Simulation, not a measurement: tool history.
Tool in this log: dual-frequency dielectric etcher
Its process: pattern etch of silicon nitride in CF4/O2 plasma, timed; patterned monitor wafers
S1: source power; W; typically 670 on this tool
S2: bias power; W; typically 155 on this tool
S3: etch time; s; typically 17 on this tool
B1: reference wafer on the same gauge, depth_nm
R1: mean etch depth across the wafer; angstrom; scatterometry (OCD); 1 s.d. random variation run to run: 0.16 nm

Run 1, hour 0: usual settings; B1 42.83. Result: R1 401.1 angstrom.
Run 2, hour 42: usual settings; B1 42.74. Result: R1 403.6 angstrom.
Run 3, hour 97: usual settings; B1 42.78. Result: R1 401.3 angstrom.
At hour 142: wet clean of the chamber.
Run 4, hour 150.4: usual settings; B1 42.82. Result: R1 401.3 angstrom.
Run 5, hour 221.6: usual settings; B1 42.8. Result: R1 398.7 angstrom.
Run 6, hour 281.7: usual settings; B1 42.85. Result: R1 400.4 angstrom.
Run 7, hour 324.2: usual settings; B1 42.77. Result: R1 393.8 angstrom.
Run 8, hour 353.5: usual settings; B1 42.83. Result: R1 396.1 angstrom.
Run 9, hour 423.1: usual settings but S1 710 W; B1 42.72. Result: R1 420.7 angstrom.
Run 10, hour 457.5: usual settings; B1 42.8. Result: R1 394.8 angstrom.
At hour 546.3: wet clean of the chamber.
Run 11, hour 630.4: usual settings; B1 42.79. Result: R1 396.3 angstrom.
Run 12, hour 672: usual settings; B1 42.86. Result: R1 393.7 angstrom.
Run 13, hour 734.7: usual settings but S3 16 s; B1 42.78. Result: R1 368.6 angstrom.
Run 14, hour 798.8: usual settings but S3 16 s; B1 42.82. Result: R1 367.5 angstrom.
At hour 808.7: bias power generator calibrated.
Run 15, hour 858.1: usual settings but S1 520 W, S2 116 W, S3 20.5 s; B1 42.85. Result: R1 332.1 angstrom.
At hour 889: wet clean of the chamber.
Run 16, hour 907.2: usual settings but S1 820 W, S2 140 W, S3 14 s; B1 42.83. Result: R1 389.6 angstrom.
Run 17, hour 979.1: usual settings; B1 42.81. Result: R1 394.5 angstrom.
At hour 1006.3: upper electrode replaced.
At hour 1011.2: gauge calibrated.
Run 18, hour 1042.1: usual settings but S1 520 W; B1 42.79. Result: R1 297.1 angstrom.
Run 19, hour 1069.9: usual settings but S1 630 W, S2 184 W; B1 42.78. Result: R1 388 angstrom.
Run 20, hour 1128.4: usual settings; B1 42.81. Result: R1 389.2 angstrom.
Run 21, hour 1164.7: usual settings but S1 570 W, S2 141 W, S3 21 s; B1 42.83. Result: R1 391.6 angstrom.
Run 22, hour 1222: usual settings but S1 780 W, S2 142 W; B1 42.82. Result: R1 441.9 angstrom.
At hour 1290.1: wet clean of the chamber.
Run 23, hour 1290.6: usual settings; B1 42.83. Result: R1 387.3 angstrom.
At hour 1305.7: source power generator calibrated.
Run 24, hour 1338: usual settings but S3 15 s; B1 42.76. Result: R1 366.3 angstrom.
Run 25, hour 1367.6: usual settings but S1 740 W, S3 13 s; B1 42.82. Result: R1 352.9 angstrom.
Run 26, hour 1427.7: usual settings but S1 590 W; B1 42.8. Result: R1 358.5 angstrom.
Run 27, hour 1486.5: usual settings; B1 42.82. Result: R1 414.7 angstrom.
Run 28, hour 1537.8: usual settings but S1 720 W, S2 183 W, S3 15.5 s; B1 42.85. Result: R1 425.5 angstrom.
At hour 1595.1: wet clean of the chamber.
Run 29, hour 1595.6: usual settings but S2 185 W; B1 42.82. Result: R1 438.6 angstrom.
Run 30, hour 1735: usual settings but S1 800 W, S2 174 W, S3 13.5 s; B1 42.86. Result: R1 408.5 angstrom.

Each row is a separate what-if for the run after 30, all from the same tool condition, not one after another. Results?
Run A, hour 1735.4: usual settings; B1 ?. Result: R1 ?.
Run B, hour 1735.4: usual settings but S1 760 W, S2 182 W, S3 13.5 s; B1 ?. Result: R1 ?.
Run C, hour 1735.4: usual settings but S3 12.5 s; B1 ?. Result: R1 ?.

run     B1     R1
  A  42.78  412.7
  B  42.78  393.3
  C  42.78  303.4
The same runs, with their run-to-run variation unchanged, on a tool lacking any hidden condition would have given:
run     R1
  A  412.6
  B  393.3
  C  303.4
